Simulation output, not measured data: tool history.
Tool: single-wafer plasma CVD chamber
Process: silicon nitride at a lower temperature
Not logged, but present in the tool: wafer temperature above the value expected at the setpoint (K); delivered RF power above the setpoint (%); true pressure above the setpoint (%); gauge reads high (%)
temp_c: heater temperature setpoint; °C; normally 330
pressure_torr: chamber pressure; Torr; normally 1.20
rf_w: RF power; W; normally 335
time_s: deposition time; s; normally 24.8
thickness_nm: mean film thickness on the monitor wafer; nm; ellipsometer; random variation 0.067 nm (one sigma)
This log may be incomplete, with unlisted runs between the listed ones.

| run | day | temp_c | pressure_torr | rf_w | time_s | wafers since the last listed run | hours since the last thermocouple change | hours since the last RF generator calibration | hours since the last manometer calibration | hours since the showerhead was replaced | hours since the gauge calibration | read-back reference wafer on the same gauge, thickness_nm | thickness_nm |
|---|---|---|---|---|---|---|---|---|---|---|---|---|---|
| 1 | 0.000 | 330 | 1.20 | 355 | 24.8 | 0 | 126.0 | 1458.7 | 2184.1 | 3471.0 | 1819.0 | 32.236 | 30.398 |
| 2 | 2.175 | 330 | 1.20 | 335 | 24.8 | 1795 | 178.2 | 1510.9 | 2236.3 | 3523.2 | 1871.2 | 32.268 | 29.292 |
| 3 | 3.296 | 330 | 1.20 | 335 | 24.8 | 925 | 205.1 | 1537.8 | 2263.2 | 3550.1 | 1898.1 | 32.224 | 29.528 |
|  | 3.488 | gauge calibrated |
| 4 | 6.104 | 324 | 1.20 | 335 | 24.8 | 2318 | 272.5 | 1605.2 | 2330.6 | 3617.5 | 62.8 | 31.893 | 29.122 |
| 5 | 8.004 | 330 | 1.20 | 335 | 21.6 | 1568 | 318.1 | 1650.8 | 2376.2 | 3663.1 | 108.4 | 31.940 | 25.464 |
| 6 | 10.008 | 330 | 1.20 | 335 | 21.6 | 1654 | 366.2 | 1698.9 | 2424.3 | 3711.2 | 156.5 | 31.984 | 25.436 |
|  | 11.117 | showerhead replaced |
| 7 | 11.912 | 330 | 1.20 | 360 | 24.8 | 1296 | 411.9 | 1744.6 | 2470.0 | 19.1 | 202.2 | 32.023 | 30.529 |
| 8 | 13.821 | 322 | 1.10 | 335 | 21.5 | 1575 | 457.7 | 1790.4 | 2515.8 | 64.9 | 248.0 | 32.045 | 24.756 |
| 9 | 16.412 | 344 | 1.05 | 335 | 29.0 | 2139 | 519.9 | 1852.6 | 2578.0 | 127.1 | 310.2 | 32.106 | 32.626 |
| 10 | 18.808 | 330 | 1.20 | 335 | 24.8 | 1977 | 577.4 | 1910.1 | 2635.5 | 184.6 | 367.7 | 32.122 | 29.246 |
| 11 | 20.117 | 330 | 1.20 | 285 | 27.0 | 1080 | 608.8 | 1941.5 | 2666.9 | 216.0 | 399.1 | 32.140 | 28.959 |
|  | 20.538 | RF generator calibrated |
|  | 20.858 | capacitance manometer re-zeroed and calibrated |
| 12 | 21.967 | 330 | 1.20 | 285 | 21.4 | 986 | 653.2 | 34.3 | 26.6 | 260.4 | 443.5 | 32.150 | 22.929 |
| 13 | 24.262 | 330 | 1.20 | 365 | 24.8 | 1895 | 708.3 | 89.4 | 81.7 | 315.5 | 498.6 | 32.170 | 30.801 |
| 14 | 25.504 | 325 | 1.06 | 270 | 20.8 | 1025 | 738.1 | 119.2 | 111.5 | 345.3 | 528.4 | 32.205 | 20.960 |
| 15 | 27.004 | 335 | 1.20 | 335 | 28.3 | 1238 | 774.1 | 155.2 | 147.5 | 381.3 | 564.4 | 32.221 | 33.570 |
| 16 | 28.350 | 330 | 1.20 | 355 | 27.9 | 1111 | 806.4 | 187.5 | 179.8 | 413.6 | 596.7 | 32.215 | 34.175 |
| 17 | 29.904 | 330 | 1.20 | 375 | 24.8 | 1283 | 843.7 | 224.8 | 217.1 | 450.9 | 634.0 | 32.240 | 31.402 |
| 18 | 31.725 | 337 | 1.01 | 285 | 24.8 | 1503 | 887.4 | 268.5 | 260.8 | 494.6 | 677.7 | 32.265 | 25.267 |
| 19 | 34.442 | 330 | 1.20 | 335 | 24.8 | 2242 | 952.6 | 333.7 | 326.0 | 559.8 | 742.9 | 32.279 | 29.323 |
| 20 | 37.004 | 338 | 0.98 | 400 | 29.0 | 2115 | 1014.1 | 395.2 | 387.5 | 621.3 | 804.4 | 32.313 | 35.592 |
| 21 | 39.183 | 330 | 1.20 | 295 | 24.8 | 1799 | 1066.4 | 447.5 | 439.8 | 673.6 | 856.7 | 32.301 | 27.377 |
| 22 | 40.525 | 330 | 1.41 | 335 | 24.8 | 1107 | 1098.6 | 479.7 | 472.0 | 705.8 | 888.9 | 32.308 | 30.908 |
| 23 | 43.500 | 324 | 0.98 | 400 | 29.1 | 2456 | 1170.0 | 551.1 | 543.4 | 777.2 | 960.3 | 32.317 | 36.110 |
| 24 | 45.112 | 330 | 1.20 | 335 | 24.8 | 1331 | 1208.7 | 589.8 | 582.1 | 815.9 | 999.0 | 32.302 | 29.575 |
| 25 | 49.692 | 330 | 1.20 | 335 | 22.1 | 3780 | 1318.6 | 699.7 | 692.0 | 925.8 | 1108.9 | 32.371 | 26.293 |
| 26 | 50.850 | 330 | 1.37 | 310 | 24.8 | 956 | 1346.4 | 727.5 | 719.8 | 953.6 | 1136.7 | 32.374 | 29.361 |
| 27 | 52.596 | 330 | 1.46 | 335 | 24.8 | 1441 | 1388.3 | 769.4 | 761.7 | 995.5 | 1178.6 | 32.326 | 31.050 |
| 28 | 54.017 | 325 | 1.20 | 335 | 24.8 | 1173 | 1422.4 | 803.5 | 795.8 | 1029.6 | 1212.7 | 32.384 | 29.607 |
| 29 | 55.325 | 330 | 1.35 | 335 | 24.8 | 1080 | 1453.8 | 834.9 | 827.2 | 1061.0 | 1244.1 | 32.373 | 30.539 |
| 30 | 56.996 | 330 | 1.20 | 335 | 24.8 | 1379 | 1493.9 | 875.0 | 867.3 | 1101.1 | 1284.2 | 32.354 | 29.515 |

3 options for the next run, each taken on its own from the tool as it stands now. Forecast them:
| A | 57.012 | 330 | 1.20 | 335 | 29.6 | 13 | 1494.3 | 875.4 | 867.7 | 1101.5 | 1284.6 | ? | ? |
| B | 57.012 | 337 | 1.20 | 335 | 20.7 | 13 | 1494.3 | 875.4 | 867.7 | 1101.5 | 1284.6 | ? | ? |
| C | 57.012 | 344 | 1.20 | 335 | 27.7 | 13 | 1494.3 | 875.4 | 867.7 | 1101.5 | 1284.6 | ? | ? |

| run | read-back reference wafer on the same gauge, thickness_nm | thickness_nm |
|---|---|---|
| A | 32.378 | 35.281 |
| B | 32.378 | 24.621 |
| C | 32.378 | 32.829 |
Without the tool's unlogged condition, the same runs would have read:
| run | thickness_nm |
|---|---|
| A | 34.664 |
| B | 24.191 |
| C | 32.256 |

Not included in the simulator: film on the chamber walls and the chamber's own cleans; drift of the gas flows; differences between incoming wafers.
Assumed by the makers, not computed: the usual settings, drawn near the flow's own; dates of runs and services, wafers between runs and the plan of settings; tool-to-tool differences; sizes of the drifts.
